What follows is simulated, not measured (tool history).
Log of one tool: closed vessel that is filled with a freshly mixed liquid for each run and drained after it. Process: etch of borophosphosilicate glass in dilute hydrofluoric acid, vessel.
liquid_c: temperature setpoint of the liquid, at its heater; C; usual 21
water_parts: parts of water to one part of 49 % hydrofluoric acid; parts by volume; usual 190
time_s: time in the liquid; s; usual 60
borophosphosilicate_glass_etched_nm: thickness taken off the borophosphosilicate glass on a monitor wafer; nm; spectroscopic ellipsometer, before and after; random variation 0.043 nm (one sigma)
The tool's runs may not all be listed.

run	hour	liquid_c	water_parts	time_s	read-back film thickness of the borophosphosilicate glass reference wafer, read on the same gauge (nm)	borophosphosilicate_glass_etched_nm
1	0	21	190	60	60.01	10.53
2	11.3	21	235	70	60	9.48
# hour 14.5: gauge calibrated
3	27.5	21	235	70	60	9.5
4	33.6	21	190	60	59.98	10.51
5	40.3	21	190	85	59.99	14.8
6	52.2	21	190	85	60.01	14.83
7	59.4	24.5	190	70	60	13.9
8	66.2	24.5	190	70	59.99	13.85
9	80.5	21	190	80	59.99	13.84
10	119.9	21	190	80	60.01	13.85
11	128	21	190	60	59.99	10.37
# hour 130.9: thermometer replaced
12	139	21	225	35	59.99	5.34
# hour 150.6: hydrofluoric acid flow meter replaced
13	153.4	21	165	75	60.01	17.3
14	165.5	21	190	60	60	11.71
15	173.8	18.5	250	60	60.01	7.66
16	182.7	17	140	70	59.99	16.62
17	193	21	165	75	60.02	17.32
18	207	18	270	35	60.01	3.97
# hour 207.7: gauge calibrated
19	223.5	21	190	60	60.01	11.7
20	236.3	17	105	60	60.02	19.6
21	243.3	22.5	280	40	60.01	5.1
22	251.5	17	105	40	60	12.93
23	265.7	18	190	60	60	10.25

Consider 5 possible next runs. They are alternatives, not a sequence: every one starts from the tool as it was left by run 23. What does each give?
A	266.4	21	190	60	?	?
B	266.4	23	280	30	?	?
C	266.4	21	150	85	?	?
D	266.4	21	190	75	?	?
E	266.4	18.5	135	85	?	?

run	read-back film thickness of the borophosphosilicate glass reference wafer, read on the same gauge (nm)	borophosphosilicate_glass_etched_nm
A	60.01	11.53
B	60.01	3.85
C	60.01	21.57
D	60.01	14.41
E	60.01	22.02
Stripped of hidden state, with their random variation kept, the same runs would have yielded:
run	borophosphosilicate_glass_etched_nm
A	11.78
B	3.93
C	22.03
D	14.72
E	22.49

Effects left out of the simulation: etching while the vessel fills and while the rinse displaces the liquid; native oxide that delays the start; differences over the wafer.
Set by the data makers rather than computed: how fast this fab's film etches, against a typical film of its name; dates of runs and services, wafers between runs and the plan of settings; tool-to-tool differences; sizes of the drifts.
